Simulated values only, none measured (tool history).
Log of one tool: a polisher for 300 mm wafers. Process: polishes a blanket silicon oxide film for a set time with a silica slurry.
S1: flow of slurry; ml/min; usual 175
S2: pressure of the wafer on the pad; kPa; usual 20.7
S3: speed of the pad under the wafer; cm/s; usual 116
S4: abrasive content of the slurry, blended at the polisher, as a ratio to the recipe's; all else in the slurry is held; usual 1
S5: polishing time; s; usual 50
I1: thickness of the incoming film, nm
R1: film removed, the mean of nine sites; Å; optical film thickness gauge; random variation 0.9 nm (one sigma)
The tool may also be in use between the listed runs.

run   hour   S1    S2   S3    S4  S5      I1    R1
  1      0  175  16.5  116     1  50  1063.3   811
  2   30.7  175  16.5  116     1  50  1075.7   782
  3   43.4  175  20.7  116     1  50  1057.2   953
  4   69.9  215  20.7  116     1  50  1072.1   959
  5     87  175  20.7  116  1.15  50  1062.7   952
      99.8  -- worn pad replaced by a new one
  6  107.5  175  20.7  116   1.1  50    1055  1026
  7  123.3  175  20.7  116     1  50  1037.2  1000
  8  142.1  145  24.1  116     1  66  1067.5  1451
       196  -- slurry blender recalibrated
     226.6  -- head pressure recalibrated
  9    244  175  20.7  116     1  50    1072   947
 10  266.5  225  20.7  116     1  50  1043.3   976
     330.7  -- worn pad replaced by a new one
 11  370.9  175  16.5  116     1  50    1048   814
 12    387  175  20.7  116     1  50  1039.5   974
     397.1  -- conditioning disc replaced and pad reconditioned
 13    422  175  20.7  116     1  56  1039.5  1105
 14  438.4  175  22.8  116     1  50  1058.3  1029
     462.5  -- slurry blender recalibrated
     472.2  -- slurry nozzle cleaned
 15    473  175  13.8  116   1.3  44  1080.3   654
 16  495.5  175  20.7  116     1  43  1060.5   811
 17  517.7  175  24.1  116     1  50  1057.6  1050
 18    545  175  20.7   86  0.75  50  1062.7   710
 19  559.5  190  20.7  136     1  67  1051.5  1370
 20  584.6  145  24.1  116     1  66  1041.6  1281
     601.6  -- worn pad replaced by a new one
 21  604.6  175  20.7  116     1  50  1036.9   990
 22  622.3  175  20.7  116     1  50  1054.9   987
 23    644  195  17.2  128     1  33  1079.3   609
 24  672.8  130  20.7  116     1  50  1057.2   921
     678.9  -- slurry blender recalibrated
 25  707.1  175  20.7  152     1  38  1065.8   886
 26  728.7  175  17.9  104   0.8  50  1069.4   753

Forecast each of these 3 alternatives for the next run:
  A  729.1  175  20.7  116     1  50  1050   ?
  B  729.1  175  15.2  116     1  41  1050   ?
  C  729.1  175  24.8  116  1.15  41  1050   ?

run   R1
  A  962
  B  616
  C  953
Without the tool's hidden state the same runs would have given:
run   R1
  A  988
  B  633
  C  978
